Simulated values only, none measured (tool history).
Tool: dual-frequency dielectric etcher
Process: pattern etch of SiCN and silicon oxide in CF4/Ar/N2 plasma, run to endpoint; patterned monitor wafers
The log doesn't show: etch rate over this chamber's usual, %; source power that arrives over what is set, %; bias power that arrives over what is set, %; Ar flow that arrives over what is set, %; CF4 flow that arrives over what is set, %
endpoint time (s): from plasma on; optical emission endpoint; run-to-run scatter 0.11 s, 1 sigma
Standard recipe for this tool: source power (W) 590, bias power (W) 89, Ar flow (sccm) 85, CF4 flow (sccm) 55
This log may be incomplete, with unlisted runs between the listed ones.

run    hour  source power (W)  bias power (W)  Ar flow (sccm)  CF4 flow (sccm)  wafers since the last listed run  hours since the last wet clean  hours since the last source power generator calibration  hours since the last bias power generator calibration  hours since the last Ar flow controller change  hours since the last CF4 flow controller change  hours since the last upper electrode change  incoming incoming film thickness, nm  endpoint time (s)
  1       0               590              89              85               55                                 0                           223.8                                                   2543.4                                                 2775.3                                          5193.1                                           1487.3                                       4781.8                                  15.3               12.7
  2      77               590              89              85               55                              1141                           300.8                                                   2620.4                                                 2852.3                                          5270.1                                           1564.3                                       4858.8                                 15.44               13.2
  3   120.4               590              89              85               55                               643                           344.2                                                   2663.8                                                 2895.7                                          5313.5                                           1607.7                                       4902.2                                 15.21               12.9
      145.2  -- wet clean of the chamber
  4   223.9               590              89              85               55                              1179                            78.7                                                   2767.3                                                 2999.2                                            5417                                           1711.2                                       5005.7                                 15.41               12.6
  5     295               590              89              85               55                              1054                           149.8                                                   2838.4                                                 3070.3                                          5488.1                                           1782.3                                       5076.8                                 15.42               12.7
      370.9  -- upper electrode replaced
  6   384.4               590              89              85               55                               969                           239.2                                                   2927.8                                                 3159.7                                          5577.5                                           1871.7                                         13.5                                 15.41               12.9
      405.2  -- source power generator calibrated
  7   467.2               590              89              85               55                              1168                             322                                                       62                                                 3242.5                                          5660.3                                           1954.5                                         96.3                                 15.38                 13
  8   512.4               590             106              94               55                               670                           367.2                                                    107.2                                                 3287.7                                          5705.5                                           1999.7                                        141.5                                 15.34               12.8
      576.2  -- wet clean of the chamber
      577.8  -- bias power generator calibrated
      695.1  -- Ar flow controller replaced
  9   727.7               550             104              64               59                              2724                           151.5                                                    322.5                                                  149.9                                            32.6                                             2215                                        356.8                                 15.38               12.2
      777.8  -- CF4 flow controller replaced
 10   831.1               680              89              85               65                              1444                           254.9                                                    425.9                                                  253.3                                             136                                             53.3                                        460.2                                 15.29               11.1
 11   894.2               520             100              92               55                               935                             318                                                      489                                                  316.4                                           199.1                                            116.4                                        523.3                                 15.25               14.5
      984.6  -- wet clean of the chamber
 12  1001.3               590              89              85               55                              1232                            16.7                                                    596.1                                                  423.5                                           306.2                                            223.5                                        630.4                                 15.65               13.1
 13  1090.9               590              89              85               43                              1328                           106.3                                                    685.7                                                  513.1                                           395.8                                            313.1                                          720                                  15.3               13.1
 14    1198               590              89             104               55                              1588                           213.4                                                    792.8                                                  620.2                                           502.9                                            420.2                                        827.1                                 15.31               13.4

Difference, measured minus no-hidden-state, one row per run. Run-to-run variation is common to both terms; the gauge's own scatter need not be:
run  endpoint time (s)
  1               +0.5
  2               +0.6
  3               +0.7
  4               +0.1
  5               +0.2
  6               +0.4
  7               +0.6
  8               +0.6
  9               +0.2
 10               +0.4
 11               +0.6
 12               +0.2
 13               +0.3
 14               +0.6
